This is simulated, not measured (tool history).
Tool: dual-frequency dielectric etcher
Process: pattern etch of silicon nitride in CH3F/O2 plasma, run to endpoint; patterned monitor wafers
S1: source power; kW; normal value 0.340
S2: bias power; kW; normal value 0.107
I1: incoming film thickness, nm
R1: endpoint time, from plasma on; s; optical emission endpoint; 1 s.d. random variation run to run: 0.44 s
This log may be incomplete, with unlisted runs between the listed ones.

Run 1, hour 0.0: usual settings but S2 0.121 kW; I1 100.9. Result: R1 96.7 s.
Run 2, hour 31.8: usual settings but S2 0.121 kW; I1 101.4. Result: R1 96.5 s.
Run 3, hour 53.0: usual settings but S2 0.121 kW; I1 100.3. Result: R1 94.6 s.
Run 4, hour 70.3: usual settings; I1 101.0. Result: R1 100.1 s.
Run 5, hour 100.9: usual settings; I1 102.3. Result: R1 100.1 s.
Run 6, hour 130.2: usual settings; I1 100.2. Result: R1 98.1 s.
Run 7, hour 154.7: usual settings but S1 0.370 kW; I1 99.7. Result: R1 94.8 s.
Run 8, hour 188.0: usual settings but S2 0.122 kW; I1 100.9. Result: R1 95.1 s.
Run 9, hour 212.2: usual settings but S2 0.122 kW; I1 101.2. Result: R1 94.2 s.
Run 10, hour 229.5: usual settings but S2 0.122 kW; I1 100.7. Result: R1 95.2 s.
Run 11, hour 255.6: usual settings; I1 101.3. Result: R1 99.1 s.
Run 12, hour 279.9: usual settings; I1 101.3. Result: R1 98.7 s.
At hour 297.1: bias power generator calibrated.
Run 13, hour 309.1: usual settings; I1 101.0. Result: R1 98.6 s.
Run 14, hour 331.4: usual settings; I1 100.0. Result: R1 96.9 s.
Run 15, hour 345.2: usual settings; I1 100.5. Result: R1 97.4 s.
Run 16, hour 365.0: usual settings but S1 0.410 kW, S2 0.092 kW; I1 102.3. Result: R1 97.3 s.
Run 17, hour 386.1: usual settings; I1 101.8. Result: R1 98.4 s.
Run 18, hour 415.8: usual settings but S1 0.420 kW; I1 100.5. Result: R1 89.8 s.
At hour 462.3: wet clean of the chamber.
At hour 481.7: upper electrode replaced.
Run 19, hour 482.2: usual settings; I1 100.4. Result: R1 98.5 s.
Run 20, hour 482.6: usual settings but S1 0.280 kW, S2 0.129 kW; I1 101.7. Result: R1 101.2 s.
Run 21, hour 486.6: usual settings; I1 101.3. Result: R1 99.1 s.
At hour 499.2: source power generator calibrated.
Run 22, hour 502.0: usual settings but S1 0.390 kW; I1 101.1. Result: R1 94.6 s.
Run 23, hour 531.2: usual settings but S1 0.360 kW; I1 101.0. Result: R1 96.8 s.
Run 24, hour 554.4: usual settings but S2 0.128 kW; I1 100.4. Result: R1 93.1 s.
Run 25, hour 570.3: usual settings but S1 0.390 kW, S2 0.120 kW; I1 101.6. Result: R1 91.3 s.
Run 26, hour 591.9: usual settings but S1 0.420 kW, S2 0.082 kW; I1 100.6. Result: R1 97.4 s.
Run 27, hour 623.4: usual settings but S1 0.270 kW, S2 0.086 kW; I1 101.2. Result: R1 114.2 s.
Run 28, hour 638.2: usual settings but S2 0.116 kW; I1 101.2. Result: R1 96.1 s.
Run 29, hour 657.9: usual settings but S1 0.300 kW, S2 0.131 kW; I1 100.8. Result: R1 95.9 s.
Run 30, hour 680.2: usual settings but S1 0.370 kW, S2 0.081 kW; I1 99.8. Result: R1 102.2 s.
Run 31, hour 703.5: usual settings but S1 0.280 kW; I1 101.3. Result: R1 105.3 s.

Each row is a separate what-if for the run after 31, all from the same tool condition, not one after another. Results?
Run A, hour 704.0: usual settings; I1 100.8. Result: R1 ?.
Run B, hour 704.0: usual settings but S1 0.400 kW, S2 0.092 kW; I1 100.8. Result: R1 ?.
Run C, hour 704.0: usual settings but S1 0.360 kW, S2 0.088 kW; I1 100.8. Result: R1 ?.
Run D, hour 704.0: usual settings but S1 0.410 kW; I1 100.8. Result: R1 ?.

run     R1
  A   97.5
  B   96.0
  C  101.1
  D   91.0
Without the tool's unlogged condition, the same runs would have read:
run     R1
  A   99.7
  B   98.1
  C  103.4
  D   93.0
